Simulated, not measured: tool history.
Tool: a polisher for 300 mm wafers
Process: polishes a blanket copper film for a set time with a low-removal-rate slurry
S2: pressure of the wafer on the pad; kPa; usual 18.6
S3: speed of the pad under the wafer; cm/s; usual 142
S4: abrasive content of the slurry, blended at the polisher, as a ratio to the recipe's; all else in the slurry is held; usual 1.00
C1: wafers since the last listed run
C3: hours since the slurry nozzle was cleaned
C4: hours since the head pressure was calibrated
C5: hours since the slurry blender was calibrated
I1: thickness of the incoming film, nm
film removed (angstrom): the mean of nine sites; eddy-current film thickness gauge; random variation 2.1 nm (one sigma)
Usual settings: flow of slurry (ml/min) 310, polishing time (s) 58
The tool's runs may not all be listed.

run 1 hour=0.0 | flow_of_slurry_(ml/min)=310 S2=18.6 S3=142 S4=1.00 polishing_time_(s)=58 | C1=0 wafers_polished_on_this_pad=3646 C3=195.9 C4=231.9 C5=112.8 | I1=851.8 | film_removed_(angstrom)=1849
run 2 hour=23.7 | flow_of_slurry_(ml/min)=310 S2=18.6 S3=142 S4=1.00 polishing_time_(s)=58 | C1=360 wafers_polished_on_this_pad=4006 C3=219.6 C4=255.6 C5=136.5 | I1=829.5 | film_removed_(angstrom)=1877
-- hour=56.8 worn pad replaced by a new one
run 3 hour=57.8 | flow_of_slurry_(ml/min)=310 S2=18.6 S3=142 S4=1.00 polishing_time_(s)=58 | C1=457 wafers_polished_on_this_pad=15 C3=253.7 C4=289.7 C5=170.6 | I1=846.5 | film_removed_(angstrom)=1844
run 4 hour=72.8 | flow_of_slurry_(ml/min)=310 S2=18.6 S3=142 S4=1.00 polishing_time_(s)=58 | C1=227 wafers_polished_on_this_pad=243 C3=268.7 C4=304.7 C5=185.6 | I1=839.7 | film_removed_(angstrom)=1843
-- hour=77.1 slurry nozzle cleaned
run 5 hour=95.7 | flow_of_slurry_(ml/min)=310 S2=18.6 S3=142 S4=1.00 polishing_time_(s)=58 | C1=332 wafers_polished_on_this_pad=576 C3=18.6 C4=327.6 C5=208.5 | I1=842.4 | film_removed_(angstrom)=1969
run 6 hour=111.5 | flow_of_slurry_(ml/min)=310 S2=18.6 S3=142 S4=1.00 polishing_time_(s)=58 | C1=240 wafers_polished_on_this_pad=816 C3=34.4 C4=343.4 C5=224.3 | I1=838.9 | film_removed_(angstrom)=1951
-- hour=118.2 slurry blender recalibrated
run 7 hour=123.6 | flow_of_slurry_(ml/min)=310 S2=18.6 S3=142 S4=1.00 polishing_time_(s)=58 | C1=153 wafers_polished_on_this_pad=969 C3=46.5 C4=355.5 C5=5.4 | I1=842.8 | film_removed_(angstrom)=1926
-- hour=132.7 head pressure recalibrated
run 8 hour=145.0 | flow_of_slurry_(ml/min)=310 S2=15.9 S3=142 S4=1.00 polishing_time_(s)=39 | C1=294 wafers_polished_on_this_pad=1264 C3=67.9 C4=12.3 C5=26.8 | I1=831.3 | film_removed_(angstrom)=1116
run 9 hour=167.1 | flow_of_slurry_(ml/min)=310 S2=18.6 S3=142 S4=0.75 polishing_time_(s)=58 | C1=335 wafers_polished_on_this_pad=1600 C3=90.0 C4=34.4 C5=48.9 | I1=843.0 | film_removed_(angstrom)=1773
run 10 hour=182.0 | flow_of_slurry_(ml/min)=240 S2=18.6 S3=142 S4=1.00 polishing_time_(s)=73 | C1=226 wafers_polished_on_this_pad=1826 C3=104.9 C4=49.3 C5=63.8 | I1=841.7 | film_removed_(angstrom)=2243
run 11 hour=214.0 | flow_of_slurry_(ml/min)=310 S2=18.6 S3=142 S4=1.00 polishing_time_(s)=47 | C1=486 wafers_polished_on_this_pad=2312 C3=136.9 C4=81.3 C5=95.8 | I1=839.7 | film_removed_(angstrom)=1524
run 12 hour=230.6 | flow_of_slurry_(ml/min)=310 S2=18.6 S3=142 S4=1.00 polishing_time_(s)=58 | C1=252 wafers_polished_on_this_pad=2564 C3=153.5 C4=97.9 C5=112.4 | I1=853.9 | film_removed_(angstrom)=1821
run 13 hour=254.5 | flow_of_slurry_(ml/min)=310 S2=18.6 S3=142 S4=1.00 polishing_time_(s)=58 | C1=363 wafers_polished_on_this_pad=2927 C3=177.4 C4=121.8 C5=136.3 | I1=839.7 | film_removed_(angstrom)=1843
run 14 hour=281.3 | flow_of_slurry_(ml/min)=280 S2=18.6 S3=100 S4=0.85 polishing_time_(s)=65 | C1=407 wafers_polished_on_this_pad=3334 C3=204.2 C4=148.6 C5=163.1 | I1=839.5 | film_removed_(angstrom)=1349
-- hour=288.5 worn pad replaced by a new one
run 15 hour=305.6 | flow_of_slurry_(ml/min)=280 S2=22.8 S3=120 S4=1.00 polishing_time_(s)=77 | C1=308 wafers_polished_on_this_pad=259 C3=228.5 C4=172.9 C5=187.4 | I1=851.1 | film_removed_(angstrom)=2413
run 16 hour=336.6 | flow_of_slurry_(ml/min)=310 S2=20.0 S3=142 S4=1.00 polishing_time_(s)=58 | C1=470 wafers_polished_on_this_pad=730 C3=259.5 C4=203.9 C5=218.4 | I1=846.5 | film_removed_(angstrom)=1932
run 17 hour=354.8 | flow_of_slurry_(ml/min)=370 S2=18.6 S3=122 S4=1.00 polishing_time_(s)=58 | C1=276 wafers_polished_on_this_pad=1007 C3=277.7 C4=222.1 C5=236.6 | I1=831.8 | film_removed_(angstrom)=1634
run 18 hour=382.3 | flow_of_slurry_(ml/min)=310 S2=18.6 S3=142 S4=1.00 polishing_time_(s)=58 | C1=417 wafers_polished_on_this_pad=1425 C3=305.2 C4=249.6 C5=264.1 | I1=837.5 | film_removed_(angstrom)=1840
-- hour=394.8 slurry blender recalibrated
run 19 hour=407.1 | flow_of_slurry_(ml/min)=275 S2=18.6 S3=156 S4=1.25 polishing_time_(s)=46 | C1=346 wafers_polished_on_this_pad=1771 C3=330.0 C4=274.4 C5=12.3 | I1=826.1 | film_removed_(angstrom)=1650
-- hour=429.1 slurry nozzle cleaned
run 20 hour=429.6 | flow_of_slurry_(ml/min)=310 S2=18.6 S3=142 S4=1.00 polishing_time_(s)=58 | C1=326 wafers_polished_on_this_pad=2097 C3=0.5 C4=296.9 C5=34.8 | I1=832.2 | film_removed_(angstrom)=2011
run 21 hour=457.5 | flow_of_slurry_(ml/min)=250 S2=22.8 S3=142 S4=1.00 polishing_time_(s)=58 | C1=423 wafers_polished_on_this_pad=2521 C3=28.4 C4=324.8 C5=62.7 | I1=834.0 | film_removed_(angstrom)=2330
run 22 hour=479.1 | flow_of_slurry_(ml/min)=310 S2=18.6 S3=142 S4=1.00 polishing_time_(s)=58 | C1=328 wafers_polished_on_this_pad=2849 C3=50.0 C4=346.4 C5=84.3 | I1=833.4 | film_removed_(angstrom)=1903
run 23 hour=507.6 | flow_of_slurry_(ml/min)=310 S2=13.8 S3=142 S4=0.80 polishing_time_(s)=70 | C1=432 wafers_polished_on_this_pad=3282 C3=78.5 C4=374.9 C5=112.8 | I1=846.2 | film_removed_(angstrom)=1676
-- hour=526.3 worn pad replaced by a new one
run 24 hour=526.8 | flow_of_slurry_(ml/min)=310 S2=18.6 S3=142 S4=1.00 polishing_time_(s)=58 | C1=230 wafers_polished_on_this_pad=7 C3=97.7 C4=394.1 C5=132.0 | I1=848.4 | film_removed_(angstrom)=1941
-- hour=561.1 head pressure recalibrated
run 25 hour=564.5 | flow_of_slurry_(ml/min)=365 S2=14.5 S3=142 S4=0.90 polishing_time_(s)=58 | C1=542 wafers_polished_on_this_pad=549 C3=135.4 C4=3.4 C5=169.7 | I1=841.8 | film_removed_(angstrom)=1489
run 26 hour=585.1 | flow_of_slurry_(ml/min)=250 S2=18.6 S3=142 S4=1.00 polishing_time_(s)=45 | C1=312 wafers_polished_on_this_pad=862 C3=156.0 C4=24.0 C5=190.3 | I1=841.2 | film_removed_(angstrom)=1419
run 27 hour=611.4 | flow_of_slurry_(ml/min)=310 S2=18.6 S3=142 S4=1.00 polishing_time_(s)=58 | C1=399 wafers_polished_on_this_pad=1262 C3=182.3 C4=50.3 C5=216.6 | I1=831.0 | film_removed_(angstrom)=1869
-- hour=620.3 slurry blender recalibrated
run 28 hour=624.9 | flow_of_slurry_(ml/min)=310 S2=18.6 S3=120 S4=1.00 polishing_time_(s)=58 | C1=174 wafers_polished_on_this_pad=1436 C3=195.8 C4=63.8 C5=4.6 | I1=840.7 | film_removed_(angstrom)=1599
run 29 hour=710.2 | flow_of_slurry_(ml/min)=310 S2=13.1 S3=94 S4=1.00 polishing_time_(s)=58 | C1=1295 wafers_polished_on_this_pad=2732 C3=281.1 C4=149.1 C5=89.9 | I1=839.7 | film_removed_(angstrom)=897
-- hour=778.4 slurry nozzle cleaned
run 30 hour=795.7 | flow_of_slurry_(ml/min)=310 S2=18.6 S3=142 S4=1.00 polishing_time_(s)=58 | C1=1283 wafers_polished_on_this_pad=4016 C3=17.3 C4=234.6 C5=175.4 | I1=824.4 | film_removed_(angstrom)=1999
-- hour=814.2 worn pad replaced by a new one
run 31 hour=830.9 | flow_of_slurry_(ml/min)=310 S2=16.5 S3=170 S4=1.20 polishing_time_(s)=42 | C1=473 wafers_polished_on_this_pad=253 C3=52.5 C4=269.8 C5=210.6 | I1=846.3 | film_removed_(angstrom)=1590

3 ways to go on from here, each from the tool as it stands after run 31. What would each give?
run A hour=831.3 | flow_of_slurry_(ml/min)=310 S2=18.6 S3=168 S4=1.00 polishing_time_(s)=58 | C1=6 wafers_polished_on_this_pad=259 C3=52.9 C4=270.2 C5=211.0 | I1=838.0 | film_removed_(angstrom)=?
run B hour=831.3 | flow_of_slurry_(ml/min)=360 S2=21.4 S3=126 S4=1.00 polishing_time_(s)=39 | C1=6 wafers_polished_on_this_pad=259 C3=52.9 C4=270.2 C5=211.0 | I1=838.0 | film_removed_(angstrom)=?
run C hour=831.3 | flow_of_slurry_(ml/min)=310 S2=24.1 S3=142 S4=1.00 polishing_time_(s)=58 | C1=6 wafers_polished_on_this_pad=259 C3=52.9 C4=270.2 C5=211.0 | I1=838.0 | film_removed_(angstrom)=?

run=A film_removed_(angstrom)=2273
run=B film_removed_(angstrom)=1323
run=C film_removed_(angstrom)=2441
Without the tool's hidden state the same runs would have given:
run=A film_removed_(angstrom)=2326
run=B film_removed_(angstrom)=1349
run=C film_removed_(angstrom)=2498
